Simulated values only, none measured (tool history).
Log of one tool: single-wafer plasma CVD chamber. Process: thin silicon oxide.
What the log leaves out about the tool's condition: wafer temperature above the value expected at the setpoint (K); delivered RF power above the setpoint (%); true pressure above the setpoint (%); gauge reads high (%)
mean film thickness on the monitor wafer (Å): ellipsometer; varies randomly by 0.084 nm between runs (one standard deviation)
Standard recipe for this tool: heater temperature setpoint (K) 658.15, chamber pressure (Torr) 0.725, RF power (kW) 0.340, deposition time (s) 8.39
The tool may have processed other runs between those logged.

| run | day | heater temperature setpoint (K) | chamber pressure (Torr) | RF power (kW) | deposition time (s) | wafers since the last listed run | hours since the last thermocouple change | hours since the last RF generator calibration | hours since the last manometer calibration | hours since the showerhead was replaced | hours since the gauge calibration | read-back reference wafer on the same gauge, thickness_nm | mean film thickness on the monitor wafer (Å) |
|---|---|---|---|---|---|---|---|---|---|---|---|---|---|
| 1 | 0.000 | 658.15 | 0.725 | 0.300 | 8.39 | 0 | 2724.7 | 324.1 | 1538.2 | 7393.0 | 509.3 | 15.893 | 139.02 |
| 2 | 0.875 | 658.15 | 0.725 | 0.300 | 8.39 | 829 | 2745.7 | 345.1 | 1559.2 | 7414.0 | 530.3 | 15.892 | 142.22 |
| 3 | 1.696 | 658.15 | 0.725 | 0.300 | 8.39 | 778 | 2765.4 | 364.8 | 1578.9 | 7433.7 | 550.0 | 15.856 | 140.63 |
| 4 | 3.079 | 658.15 | 0.611 | 0.340 | 8.39 | 1311 | 2798.6 | 398.0 | 1612.1 | 7466.9 | 583.2 | 15.806 | 125.02 |
| 5 | 3.846 | 658.15 | 0.725 | 0.340 | 8.39 | 727 | 2817.0 | 416.4 | 1630.5 | 7485.3 | 601.6 | 15.805 | 145.85 |
| 6 | 5.150 | 658.15 | 0.725 | 0.340 | 8.39 | 1236 | 2848.3 | 447.7 | 1661.8 | 7516.6 | 632.9 | 15.758 | 143.64 |
| 7 | 5.812 | 658.15 | 0.725 | 0.340 | 8.39 | 628 | 2864.2 | 463.6 | 1677.7 | 7532.5 | 648.8 | 15.755 | 143.59 |
| 8 | 7.221 | 668.15 | 0.725 | 0.340 | 8.39 | 1335 | 2898.0 | 497.4 | 1711.5 | 7566.3 | 682.6 | 15.702 | 142.67 |
| 9 | 8.071 | 668.15 | 0.725 | 0.340 | 8.39 | 806 | 2918.4 | 517.8 | 1731.9 | 7586.7 | 703.0 | 15.686 | 142.18 |
| 10 | 9.558 | 658.15 | 0.725 | 0.340 | 8.39 | 1410 | 2954.1 | 553.5 | 1767.6 | 7622.4 | 738.7 | 15.609 | 143.30 |
|  | 9.762 | gauge calibrated |
| 11 | 10.925 | 658.15 | 0.725 | 0.340 | 8.39 | 1296 | 2986.9 | 586.3 | 1800.4 | 7655.2 | 27.9 | 16.063 | 146.45 |
|  | 11.450 | thermocouple changed; heater temperature recalibrated |
|  | 12.150 | showerhead replaced |
| 12 | 12.362 | 658.15 | 0.725 | 0.340 | 8.39 | 730 | 21.9 | 620.8 | 1834.9 | 5.1 | 62.4 | 16.071 | 147.01 |
| 13 | 13.012 | 658.15 | 0.725 | 0.340 | 8.39 | 616 | 37.5 | 636.4 | 1850.5 | 20.7 | 78.0 | 16.064 | 147.09 |
| 14 | 14.104 | 658.15 | 0.725 | 0.340 | 8.39 | 1035 | 63.7 | 662.6 | 1876.7 | 46.9 | 104.2 | 16.070 | 145.81 |
|  | 17.362 | RF generator calibrated |
| 15 | 17.383 | 658.15 | 0.725 | 0.320 | 7.19 | 2793 | 142.4 | 0.5 | 1955.4 | 125.6 | 182.9 | 16.008 | 123.02 |
| 16 | 17.721 | 658.15 | 0.821 | 0.395 | 8.39 | 320 | 150.5 | 8.6 | 1963.5 | 133.7 | 191.0 | 16.048 | 167.62 |
| 17 | 18.712 | 647.15 | 0.854 | 0.280 | 9.12 | 940 | 174.3 | 32.4 | 1987.3 | 157.5 | 214.8 | 16.014 | 174.38 |
| 18 | 19.612 | 658.15 | 0.725 | 0.340 | 8.39 | 853 | 195.9 | 54.0 | 2008.9 | 179.1 | 236.4 | 16.007 | 145.75 |
| 19 | 20.346 | 664.15 | 0.725 | 0.340 | 9.81 | 695 | 213.5 | 71.6 | 2026.5 | 196.7 | 254.0 | 15.998 | 170.41 |
|  | 20.717 | capacitance manometer re-zeroed and calibrated |
| 20 | 21.125 | 658.15 | 0.725 | 0.340 | 9.28 | 422 | 232.2 | 90.3 | 9.8 | 215.4 | 272.7 | 15.995 | 162.12 |
| 21 | 21.696 | 658.15 | 0.633 | 0.340 | 8.39 | 541 | 245.9 | 104.0 | 23.5 | 229.1 | 286.4 | 15.994 | 130.36 |
| 22 | 22.783 | 658.15 | 0.847 | 0.280 | 8.39 | 1031 | 272.0 | 130.1 | 49.6 | 255.2 | 312.5 | 15.948 | 156.51 |
| 23 | 24.154 | 658.15 | 0.725 | 0.340 | 9.13 | 1299 | 304.9 | 163.0 | 82.5 | 288.1 | 345.4 | 15.936 | 159.05 |
| 24 | 25.300 | 658.15 | 0.725 | 0.340 | 8.39 | 1086 | 332.4 | 190.5 | 110.0 | 315.6 | 372.9 | 15.877 | 145.10 |

Run 25 is up next; what results do you expect?
| 25 | 26.225 | 663.15 | 0.725 | 0.340 | 8.39 | 877 | 354.6 | 212.7 | 132.2 | 337.8 | 395.1 | ? | ? |

{"run 25": {"read-back reference wafer on the same gauge, thickness_nm": 15.908, "mean film thickness on the monitor wafer (Å)": 143.51}}
Take away the tool's hidden state, keep the run-to-run variation as it was, and the same run would have given mean film thickness on the monitor wafer (Å) 145.19.

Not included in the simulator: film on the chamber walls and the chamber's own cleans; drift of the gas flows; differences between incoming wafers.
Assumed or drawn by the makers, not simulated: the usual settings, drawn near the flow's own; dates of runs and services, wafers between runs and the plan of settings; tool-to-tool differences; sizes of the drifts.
